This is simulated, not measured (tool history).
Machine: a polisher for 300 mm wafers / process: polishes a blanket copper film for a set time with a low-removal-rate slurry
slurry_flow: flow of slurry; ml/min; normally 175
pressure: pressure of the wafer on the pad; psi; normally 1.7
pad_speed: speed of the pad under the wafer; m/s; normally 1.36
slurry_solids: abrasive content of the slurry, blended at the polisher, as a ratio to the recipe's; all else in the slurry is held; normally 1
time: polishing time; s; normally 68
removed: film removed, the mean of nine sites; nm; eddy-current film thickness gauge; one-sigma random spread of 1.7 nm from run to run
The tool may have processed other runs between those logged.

run,hour,slurry_flow,pressure,pad_speed,slurry_solids,time,wafers since the last listed run,wafers polished on this pad,hours since the slurry nozzle was cleaned,hours since the head pressure was calibrated,hours since the slurry blender was calibrated,"incoming thickness of the incoming film, nm",removed
1,0,155,1.7,1.58,1,68,0,378,583,1104.7,326.9,1144.4,147.1
2,19.5,175,1.7,1.36,1,68,298,677,602.5,1124.2,346.4,1148.2,127.5
# hour 43.5: slurry blender recalibrated
3,44,175,2,1.36,1,49,344,1022,627,1148.7,0.5,1159.1,108
4,77.7,175,2,1.36,1,49,516,1539,660.7,1182.4,34.2,1164.5,109.7
# hour 101.4: worn pad replaced by a new one
5,107.2,175,2,1.36,1,49,390,88,690.2,1211.9,63.7,1156,108.4
6,129.6,175,1.9,1.36,1,68,343,431,712.6,1234.3,86.1,1166.4,143.6
7,161.3,175,1.9,1.36,1,68,486,917,744.3,1266,117.8,1150.7,140.9
# hour 171.2: slurry nozzle cleaned
8,186.2,175,1.7,1.62,1,68,366,1284,15,1290.9,142.7,1138.1,152.9
# hour 203.6: worn pad replaced by a new one
# hour 205.1: head pressure recalibrated
9,205.6,175,1.7,1.62,1,68,211,7,34.4,0.5,162.1,1130.8,174.6
10,223.8,175,1.7,1.62,1,68,279,286,52.6,18.7,180.3,1149,169.5
11,239.5,175,1.7,1.36,1,75,240,526,68.3,34.4,196,1134.6,160.6
12,265.4,175,1.7,1.36,1,75,397,923,94.2,60.3,221.9,1160.1,158
# hour 303.6: worn pad replaced by a new one
13,308.8,130,1.7,1.76,1,68,604,79,137.6,103.7,265.3,1125.2,176.1
14,322.4,175,1.7,1.68,1,68,208,287,151.2,117.3,278.9,1161.1,177.5
15,352.1,175,1.7,1.36,0.9,68,455,743,180.9,147,308.6,1152.9,135.2
16,372.4,230,1.7,1.66,0.75,55,311,1054,201.2,167.3,328.9,1140.4,129.2
# hour 402.8: worn pad replaced by a new one
17,403.3,175,1.7,1.36,1,68,412,7,232.1,198.2,359.8,1157.4,140.3
# hour 408.3: slurry blender recalibrated
18,414.6,175,1.7,1.36,1,68,142,150,243.4,209.5,6.3,1150.5,138.5
19,441.2,205,1.7,1.36,1,68,407,558,270,236.1,32.9,1154.1,141.4
20,457.8,135,2.2,1.36,0.75,68,254,812,286.6,252.7,49.5,1148.5,158.8
21,485.4,175,1.5,1.56,1,68,423,1235,314.2,280.3,77.1,1161.4,136.9
# hour 512: worn pad replaced by a new one
22,512.4,175,1.2,1.68,1,68,352,6,341.2,307.3,104.1,1152.4,118.4
23,530.8,175,1.7,1.02,1,68,282,288,359.6,325.7,122.5,1132,101.1
24,563.8,195,1.7,1.36,1,80,505,794,392.6,358.7,155.5,1144.8,160.2

Forecast each of these 3 alternatives for the next run:
A,564.2,175,1.7,1.36,1,55,6,800,393,359.1,155.9,1153.9,?
B,564.2,175,2.1,1.58,1,68,6,800,393,359.1,155.9,1153.9,?
C,564.2,220,1.7,1.36,1,68,6,800,393,359.1,155.9,1153.9,?

run,removed
A,108.6
B,192.7
C,138.1
With no hidden state in the tool, these same runs would have given:
run,removed
A,115.4
B,204.8
C,146.8
